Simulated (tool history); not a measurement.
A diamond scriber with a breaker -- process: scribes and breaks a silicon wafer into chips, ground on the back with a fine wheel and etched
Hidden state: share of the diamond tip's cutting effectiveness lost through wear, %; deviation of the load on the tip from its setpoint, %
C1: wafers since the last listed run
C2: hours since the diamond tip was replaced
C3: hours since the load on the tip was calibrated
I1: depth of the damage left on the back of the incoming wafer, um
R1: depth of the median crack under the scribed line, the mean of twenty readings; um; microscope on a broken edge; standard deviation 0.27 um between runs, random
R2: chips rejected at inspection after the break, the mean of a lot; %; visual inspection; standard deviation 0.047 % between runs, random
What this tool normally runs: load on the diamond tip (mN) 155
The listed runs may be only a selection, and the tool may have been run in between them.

{"run": 1, "day": 0.0, "load on the diamond tip (mN)": 174, "C1": 0, "C2": 210.4, "C3": 306.9, "I1": 0.39, "R1": 14.76, "R2": 1.43}
{"run": 2, "day": 0.45, "load on the diamond tip (mN)": 155, "C1": 53, "C2": 221.2, "C3": 317.7, "I1": 0.62, "R1": 13.55, "R2": 2.41}
{"run": 3, "day": 0.717, "load on the diamond tip (mN)": 155, "C1": 31, "C2": 227.6, "C3": 324.1, "I1": 0.74, "R1": 13.11, "R2": 2.42}
{"run": 4, "day": 1.125, "load on the diamond tip (mN)": 155, "C1": 48, "C2": 237.4, "C3": 333.9, "I1": 0.69, "R1": 13.71, "R2": 2.5}
{"run": 5, "day": 1.483, "load on the diamond tip (mN)": 155, "C1": 42, "C2": 246.0, "C3": 342.5, "I1": 0.68, "R1": 13.53, "R2": 2.57}
{"run": 6, "day": 2.058, "load on the diamond tip (mN)": 155, "C1": 68, "C2": 259.8, "C3": 356.3, "I1": 0.74, "R1": 13.2, "R2": 2.68}
{"run": 7, "day": 2.421, "load on the diamond tip (mN)": 155, "C1": 43, "C2": 268.5, "C3": 365.0, "I1": 0.5, "R1": 12.76, "R2": 3.04}
{"run": 8, "day": 2.825, "load on the diamond tip (mN)": 155, "C1": 48, "C2": 278.2, "C3": 374.7, "I1": 0.35, "R1": 13.57, "R2": 2.79}
{"run": 9, "day": 3.196, "load on the diamond tip (mN)": 155, "C1": 44, "C2": 287.1, "C3": 383.6, "I1": 0.52, "R1": 13.53, "R2": 2.8}
{"run": 10, "day": 3.608, "load on the diamond tip (mN)": 155, "C1": 49, "C2": 297.0, "C3": 393.5, "I1": 0.34, "R1": 13.15, "R2": 3.17}
{"run": 11, "day": 4.062, "load on the diamond tip (mN)": 155, "C1": 54, "C2": 307.9, "C3": 404.4, "I1": 0.62, "R1": 12.8, "R2": 3.22}
{"run": 12, "day": 4.421, "load on the diamond tip (mN)": 155, "C1": 42, "C2": 316.5, "C3": 413.0, "I1": 0.56, "R1": 12.63, "R2": 3.51}
{"run": 13, "day": 4.754, "load on the diamond tip (mN)": 155, "C1": 39, "C2": 324.5, "C3": 421.0, "I1": 0.44, "R1": 13.21, "R2": 3.65}
{"run": 14, "day": 5.296, "load on the diamond tip (mN)": 155, "C1": 64, "C2": 337.5, "C3": 434.0, "I1": 0.54, "R1": 12.83, "R2": 3.66}
{"run": 15, "day": 5.579, "load on the diamond tip (mN)": 155, "C1": 33, "C2": 344.3, "C3": 440.8, "I1": 0.43, "R1": 12.14, "R2": 3.84}
{"run": 16, "day": 6.004, "load on the diamond tip (mN)": 155, "C1": 50, "C2": 354.5, "C3": 451.0, "I1": 0.65, "R1": 12.36, "R2": 4.07}
{"run": 17, "day": 8.188, "load on the diamond tip (mN)": 173, "C1": 261, "C2": 406.9, "C3": 503.4, "I1": 0.38, "R1": 13.54, "R2": 2.7}
{"run": 18, "day": 8.842, "load on the diamond tip (mN)": 134, "C1": 78, "C2": 422.6, "C3": 519.1, "I1": 0.44, "R1": 11.35, "R2": 9.93}
{"run": 19, "day": 9.442, "load on the diamond tip (mN)": 113, "C1": 71, "C2": 437.0, "C3": 533.5, "I1": 0.65, "R1": 10.14, "R2": 15.91}
{"run": 20, "day": 11.188, "load on the diamond tip (mN)": 123, "C1": 208, "C2": 478.9, "C3": 575.4, "I1": 0.55, "R1": 10.77, "R2": 14.9}
{"day": 11.646, "done": "diamond tip replaced by a new one"}
{"run": 21, "day": 11.671, "load on the diamond tip (mN)": 188, "C1": 47, "C2": 0.6, "C3": 587.0, "I1": 0.5, "R1": 16.48, "R2": 3.23}
{"run": 22, "day": 12.004, "load on the diamond tip (mN)": 116, "C1": 39, "C2": 8.6, "C3": 595.0, "I1": 0.58, "R1": 12.5, "R2": 5.27}
{"day": 12.321, "done": "load on the tip recalibrated"}
{"run": 23, "day": 12.533, "load on the diamond tip (mN)": 117, "C1": 53, "C2": 21.3, "C3": 5.1, "I1": 0.47, "R1": 12.5, "R2": 5.72}
{"run": 24, "day": 12.846, "load on the diamond tip (mN)": 155, "C1": 37, "C2": 28.8, "C3": 12.6, "I1": 0.34, "R1": 14.17, "R2": 1.48}
{"run": 25, "day": 13.296, "load on the diamond tip (mN)": 126, "C1": 53, "C2": 39.6, "C3": 23.4, "I1": 0.39, "R1": 13.18, "R2": 3.92}
{"run": 26, "day": 13.862, "load on the diamond tip (mN)": 183, "C1": 67, "C2": 53.2, "C3": 37.0, "I1": 0.37, "R1": 16.07, "R2": 2.17}
{"run": 27, "day": 14.475, "load on the diamond tip (mN)": 155, "C1": 73, "C2": 67.9, "C3": 51.7, "I1": 0.61, "R1": 14.39, "R2": 1.54}
{"run": 28, "day": 15.083, "load on the diamond tip (mN)": 155, "C1": 72, "C2": 82.5, "C3": 66.3, "I1": 0.55, "R1": 14.69, "R2": 1.59}
{"run": 29, "day": 15.375, "load on the diamond tip (mN)": 142, "C1": 34, "C2": 89.5, "C3": 73.3, "I1": 0.5, "R1": 13.63, "R2": 2.26}
{"run": 30, "day": 15.912, "load on the diamond tip (mN)": 155, "C1": 64, "C2": 102.4, "C3": 86.2, "I1": 0.3, "R1": 13.84, "R2": 1.67}
{"run": 31, "day": 16.604, "load on the diamond tip (mN)": 184, "C1": 82, "C2": 119.0, "C3": 102.8, "I1": 0.48, "R1": 15.42, "R2": 1.85}
{"run": 32, "day": 16.858, "load on the diamond tip (mN)": 109, "C1": 30, "C2": 125.1, "C3": 108.9, "I1": 0.66, "R1": 11.57, "R2": 9.94}
{"run": 33, "day": 17.5, "load on the diamond tip (mN)": 119, "C1": 76, "C2": 140.5, "C3": 124.3, "I1": 0.43, "R1": 11.54, "R2": 7.36}
{"run": 34, "day": 18.096, "load on the diamond tip (mN)": 155, "C1": 71, "C2": 154.8, "C3": 138.6, "I1": 0.54, "R1": 14.17, "R2": 1.9}
{"run": 35, "day": 18.717, "load on the diamond tip (mN)": 155, "C1": 74, "C2": 169.7, "C3": 153.5, "I1": 0.7, "R1": 13.98, "R2": 2.01}
{"run": 36, "day": 19.092, "load on the diamond tip (mN)": 142, "C1": 44, "C2": 178.7, "C3": 162.5, "I1": 0.72, "R1": 12.95, "R2": 3.14}
{"run": 37, "day": 19.729, "load on the diamond tip (mN)": 189, "C1": 76, "C2": 194.0, "C3": 177.8, "I1": 0.32, "R1": 14.88, "R2": 1.8}
{"run": 38, "day": 20.083, "load on the diamond tip (mN)": 180, "C1": 42, "C2": 202.5, "C3": 186.3, "I1": 0.71, "R1": 14.79, "R2": 1.38}
{"run": 39, "day": 20.479, "load on the diamond tip (mN)": 186, "C1": 47, "C2": 212.0, "C3": 195.8, "I1": 0.64, "R1": 15.47, "R2": 1.61}
{"run": 40, "day": 21.212, "load on the diamond tip (mN)": 185, "C1": 87, "C2": 229.6, "C3": 213.4, "I1": 0.56, "R1": 15.06, "R2": 1.52}
{"run": 41, "day": 21.521, "load on the diamond tip (mN)": 155, "C1": 36, "C2": 237.0, "C3": 220.8, "I1": 0.47, "R1": 13.0, "R2": 2.43}

Below are 5 alternative next runs, each starting from the tool's condition after run 41. Predict each:
{"run": "A", "day": 21.542, "load on the diamond tip (mN)": 155, "C1": 2, "C2": 237.5, "C3": 221.3, "I1": 0.56, "R1": "?", "R2": "?"}
{"run": "B", "day": 21.542, "load on the diamond tip (mN)": 121, "C1": 2, "C2": 237.5, "C3": 221.3, "I1": 0.56, "R1": "?", "R2": "?"}
{"run": "C", "day": 21.542, "load on the diamond tip (mN)": 139, "C1": 2, "C2": 237.5, "C3": 221.3, "I1": 0.56, "R1": "?", "R2": "?"}
{"run": "D", "day": 21.542, "load on the diamond tip (mN)": 120, "C1": 2, "C2": 237.5, "C3": 221.3, "I1": 0.56, "R1": "?", "R2": "?"}
{"run": "E", "day": 21.542, "load on the diamond tip (mN)": 124, "C1": 2, "C2": 237.5, "C3": 221.3, "I1": 0.56, "R1": "?", "R2": "?"}

run=A R1=13.38 R2=2.46
run=B R1=11.44 R2=8.43
run=C R1=12.48 R2=4.48
run=D R1=11.38 R2=8.72
run=E R1=11.61 R2=7.63
What these runs would have given with no unlogged condition in the tool:
run=A R1=14.72 R2=1.42
run=B R1=12.58 R2=4.20
run=C R1=13.74 R2=1.97
run=D R1=12.52 R2=4.38
run=E R1=12.78 R2=3.69
